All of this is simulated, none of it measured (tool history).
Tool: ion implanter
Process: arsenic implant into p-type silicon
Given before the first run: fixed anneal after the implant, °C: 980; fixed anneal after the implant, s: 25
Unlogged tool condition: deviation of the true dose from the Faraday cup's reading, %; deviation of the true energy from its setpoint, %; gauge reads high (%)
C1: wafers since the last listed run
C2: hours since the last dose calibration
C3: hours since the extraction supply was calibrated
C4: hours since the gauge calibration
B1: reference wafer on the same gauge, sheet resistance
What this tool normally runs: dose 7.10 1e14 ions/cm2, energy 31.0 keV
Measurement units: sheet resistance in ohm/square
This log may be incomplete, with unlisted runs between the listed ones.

Run 1, hour 0.0: usual settings but dose 5.99 1e14 ions/cm2, energy 27.5 keV; C1 0; C2 306.4; C3 3970.7; C4 206.6; B1 165.07. Result: sheet resistance 182.05 ohm/square.
Run 2, hour 14.3: usual settings but dose 6.09 1e14 ions/cm2; C1 275; C2 320.7; C3 3985.0; C4 220.9; B1 165.13. Result: sheet resistance 174.90 ohm/square.
Run 3, hour 21.4: usual settings; C1 137; C2 327.8; C3 3992.1; C4 228.0; B1 165.06. Result: sheet resistance 156.44 ohm/square.
Run 4, hour 36.6: usual settings; C1 293; C2 343.0; C3 4007.3; C4 243.2; B1 164.98. Result: sheet resistance 156.63 ohm/square.
Run 5, hour 50.7: usual settings; C1 272; C2 357.1; C3 4021.4; C4 257.3; B1 164.95. Result: sheet resistance 155.88 ohm/square.
Run 6, hour 60.9: usual settings but energy 38.5 keV; C1 196; C2 367.3; C3 4031.6; C4 267.5; B1 164.91. Result: sheet resistance 148.92 ohm/square.
Run 7, hour 77.1: usual settings but energy 39.0 keV; C1 312; C2 383.5; C3 4047.8; C4 283.7; B1 164.96. Result: sheet resistance 149.04 ohm/square.
Run 8, hour 89.6: usual settings but energy 39.0 keV; C1 241; C2 396.0; C3 4060.3; C4 296.2; B1 165.02. Result: sheet resistance 148.43 ohm/square.
Run 9, hour 103.2: usual settings but energy 39.0 keV; C1 262; C2 409.6; C3 4073.9; C4 309.8; B1 164.97. Result: sheet resistance 148.72 ohm/square.
At hour 110.7: gauge calibrated.
Run 10, hour 119.3: usual settings but energy 36.5 keV; C1 310; C2 425.7; C3 4090.0; C4 8.6; B1 165.02. Result: sheet resistance 150.41 ohm/square.
Run 11, hour 126.7: usual settings but energy 36.5 keV; C1 142; C2 433.1; C3 4097.4; C4 16.0; B1 164.96. Result: sheet resistance 149.95 ohm/square.
At hour 137.7: extraction supply calibrated.
At hour 142.4: Faraday cup replaced and dose calibrated.
Run 12, hour 142.9: usual settings; C1 67; C2 0.5; C3 5.2; C4 32.2; B1 165.01. Result: sheet resistance 160.34 ohm/square.
Run 13, hour 147.7: usual settings; C1 92; C2 5.3; C3 10.0; C4 37.0; B1 164.96. Result: sheet resistance 159.09 ohm/square.
Run 14, hour 163.0: usual settings; C1 295; C2 20.6; C3 25.3; C4 52.3; B1 165.00. Result: sheet resistance 158.96 ohm/square.
Run 15, hour 172.1: usual settings; C1 175; C2 29.7; C3 34.4; C4 61.4; B1 164.94. Result: sheet resistance 159.37 ohm/square.
Run 16, hour 187.8: usual settings; C1 303; C2 45.4; C3 50.1; C4 77.1; B1 164.88. Result: sheet resistance 159.31 ohm/square.
Run 17, hour 203.9: usual settings but dose 8.74 1e14 ions/cm2; C1 310; C2 61.5; C3 66.2; C4 93.2; B1 164.98. Result: sheet resistance 137.13 ohm/square.
Run 18, hour 214.5: usual settings but dose 8.23 1e14 ions/cm2; C1 204; C2 72.1; C3 76.8; C4 103.8; B1 165.07. Result: sheet resistance 142.86 ohm/square.
Run 19, hour 225.0: usual settings but dose 5.68 1e14 ions/cm2, energy 27.0 keV; C1 202; C2 82.6; C3 87.3; C4 114.3; B1 165.04. Result: sheet resistance 190.93 ohm/square.
Run 20, hour 233.2: usual settings but dose 5.34 1e14 ions/cm2, energy 40.5 keV; C1 158; C2 90.8; C3 95.5; C4 122.5; B1 165.05. Result: sheet resistance 188.17 ohm/square.
Run 21, hour 243.0: usual settings but energy 25.5 keV; C1 189; C2 100.6; C3 105.3; C4 132.3; B1 165.05. Result: sheet resistance 166.12 ohm/square.
Run 22, hour 250.1: usual settings; C1 137; C2 107.7; C3 112.4; C4 139.4; B1 165.03. Result: sheet resistance 158.31 ohm/square.
Run 23, hour 264.3: usual settings; C1 274; C2 121.9; C3 126.6; C4 153.6; B1 165.00. Result: sheet resistance 158.78 ohm/square.
Run 24, hour 277.3: usual settings; C1 250; C2 134.9; C3 139.6; C4 166.6; B1 165.07. Result: sheet resistance 158.00 ohm/square.
Run 25, hour 283.4: usual settings; C1 117; C2 141.0; C3 145.7; C4 172.7; B1 165.03. Result: sheet resistance 157.36 ohm/square.
Run 26, hour 291.5: usual settings but energy 39.5 keV; C1 156; C2 149.1; C3 153.8; C4 180.8; B1 165.15. Result: sheet resistance 151.59 ohm/square.
Run 27, hour 305.3: usual settings but dose 8.43 1e14 ions/cm2, energy 36.5 keV; C1 266; C2 162.9; C3 167.6; C4 194.6; B1 165.02. Result: sheet resistance 134.91 ohm/square.
Run 28, hour 315.5: usual settings but energy 23.0 keV; C1 196; C2 173.1; C3 177.8; C4 204.8; B1 165.00. Result: sheet resistance 168.28 ohm/square.
Run 29, hour 323.0: usual settings but dose 6.18 1e14 ions/cm2, energy 40.0 keV; C1 144; C2 180.6; C3 185.3; C4 212.3; B1 165.04. Result: sheet resistance 166.78 ohm/square.
Run 30, hour 340.9: usual settings but dose 7.70 1e14 ions/cm2, energy 26.0 keV; C1 345; C2 198.5; C3 203.2; C4 230.2; B1 165.00. Result: sheet resistance 154.56 ohm/square.
Run 31, hour 348.6: usual settings but dose 8.66 1e14 ions/cm2; C1 148; C2 206.2; C3 210.9; C4 237.9; B1 165.04. Result: sheet resistance 136.73 ohm/square.

Measured minus without-hidden-state, run by run (identical run-to-run variation in each term; gauge scatter may differ):
run  sheet resistance
  1             -2.98
  2             -3.10
  3             -2.75
  4             -2.89
  5             -3.01
  6             -3.13
  7             -3.30
  8             -3.41
  9             -3.54
 10             -3.68
 11             -3.73
 12             -0.02
 13             -0.07
 14             -0.21
 15             -0.30
 16             -0.45
 17             -0.47
 18             -0.59
 19             -0.98
 20             -1.12
 21             -0.95
 22             -1.04
 23             -1.18
 24             -1.29
 25             -1.35
 26             -1.46
 27             -1.30
 28             -1.57
 29             -1.96
 30             -1.68
 31             -1.55
